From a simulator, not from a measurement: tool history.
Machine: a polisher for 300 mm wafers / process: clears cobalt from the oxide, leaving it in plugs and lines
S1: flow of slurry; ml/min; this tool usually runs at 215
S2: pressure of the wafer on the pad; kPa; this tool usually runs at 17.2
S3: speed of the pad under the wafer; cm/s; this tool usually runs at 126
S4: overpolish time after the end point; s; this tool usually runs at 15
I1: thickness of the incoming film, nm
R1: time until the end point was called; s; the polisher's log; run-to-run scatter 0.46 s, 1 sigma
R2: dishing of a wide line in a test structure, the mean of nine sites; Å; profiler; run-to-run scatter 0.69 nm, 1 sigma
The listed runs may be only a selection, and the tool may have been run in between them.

run 1 hour=0.0 | S1=165 S2=17.2 S3=126 S4=15 | I1=201.0 | R1=27.0 R2=544
run 2 hour=8.3 | S1=165 S2=17.2 S3=126 S4=15 | I1=198.0 | R1=26.9 R2=551
run 3 hour=25.0 | S1=215 S2=17.2 S3=126 S4=15 | I1=197.1 | R1=25.6 R2=550
run 4 hour=32.1 | S1=215 S2=17.2 S3=126 S4=15 | I1=198.0 | R1=26.4 R2=539
run 5 hour=41.5 | S1=215 S2=17.2 S3=126 S4=15 | I1=200.2 | R1=26.5 R2=561
run 6 hour=55.1 | S1=215 S2=17.2 S3=126 S4=15 | I1=201.5 | R1=27.3 R2=544
run 7 hour=67.4 | S1=215 S2=17.2 S3=144 S4=15 | I1=202.2 | R1=23.4 R2=573
run 8 hour=81.4 | S1=215 S2=17.2 S3=144 S4=15 | I1=197.5 | R1=23.5 R2=568
run 9 hour=90.0 | S1=215 S2=17.2 S3=144 S4=15 | I1=197.2 | R1=23.5 R2=583
-- hour=99.8 worn pad replaced by a new one, of another model than before
run 10 hour=140.9 | S1=215 S2=17.2 S3=126 S4=15 | I1=200.7 | R1=26.5 R2=555
run 11 hour=153.6 | S1=215 S2=17.2 S3=126 S4=15 | I1=200.8 | R1=26.7 R2=552
run 12 hour=163.4 | S1=240 S2=17.2 S3=142 S4=15 | I1=196.6 | R1=23.3 R2=579
run 13 hour=177.4 | S1=215 S2=17.2 S3=146 S4=15 | I1=202.0 | R1=24.1 R2=577
-- hour=190.5 head pressure recalibrated
-- hour=196.8 slurry nozzle cleaned
-- hour=197.6 worn pad replaced by a new one
run 14 hour=198.1 | S1=215 S2=17.2 S3=126 S4=9 | I1=201.9 | R1=25.1 R2=433
run 15 hour=206.6 | S1=215 S2=21.4 S3=126 S4=15 | I1=201.4 | R1=23.3 R2=589
run 16 hour=217.6 | S1=215 S2=17.2 S3=126 S4=15 | I1=197.2 | R1=25.1 R2=559
run 17 hour=248.8 | S1=215 S2=17.2 S3=126 S4=22 | I1=203.5 | R1=26.3 R2=636
run 18 hour=265.0 | S1=215 S2=17.2 S3=126 S4=15 | I1=199.5 | R1=26.5 R2=539
run 19 hour=274.5 | S1=215 S2=17.2 S3=102 S4=15 | I1=203.1 | R1=30.4 R2=521
run 20 hour=293.3 | S1=170 S2=20.7 S3=126 S4=15 | I1=199.1 | R1=25.1 R2=562
-- hour=302.9 worn pad replaced by a new one
run 21 hour=307.2 | S1=180 S2=17.2 S3=126 S4=15 | I1=202.7 | R1=26.8 R2=550
run 22 hour=324.8 | S1=280 S2=17.2 S3=126 S4=15 | I1=200.2 | R1=25.1 R2=559

Branching from run 22: 5 alternative next runs. What would each branch give?
run A hour=325.2 | S1=215 S2=17.2 S3=126 S4=15 | I1=198.9 | R1=? R2=?
run B hour=325.2 | S1=215 S2=13.8 S3=92 S4=15 | I1=198.9 | R1=? R2=?
run C hour=325.2 | S1=160 S2=17.2 S3=162 S4=8 | I1=198.9 | R1=? R2=?
run D hour=325.2 | S1=215 S2=17.2 S3=126 S4=11 | I1=198.9 | R1=? R2=?
run E hour=325.2 | S1=215 S2=17.2 S3=168 S4=6 | I1=198.9 | R1=? R2=?

run=A R1=25.4 R2=554
run=B R1=33.8 R2=486
run=C R1=22.4 R2=430
run=D R1=25.4 R2=480
run=E R1=21.1 R2=372
Had the tool no hidden state, the same runs would have come out as:
run=A R1=24.8 R2=559
run=B R1=33.1 R2=491
run=C R1=21.9 R2=436
run=D R1=24.8 R2=485
run=E R1=20.7 R2=377
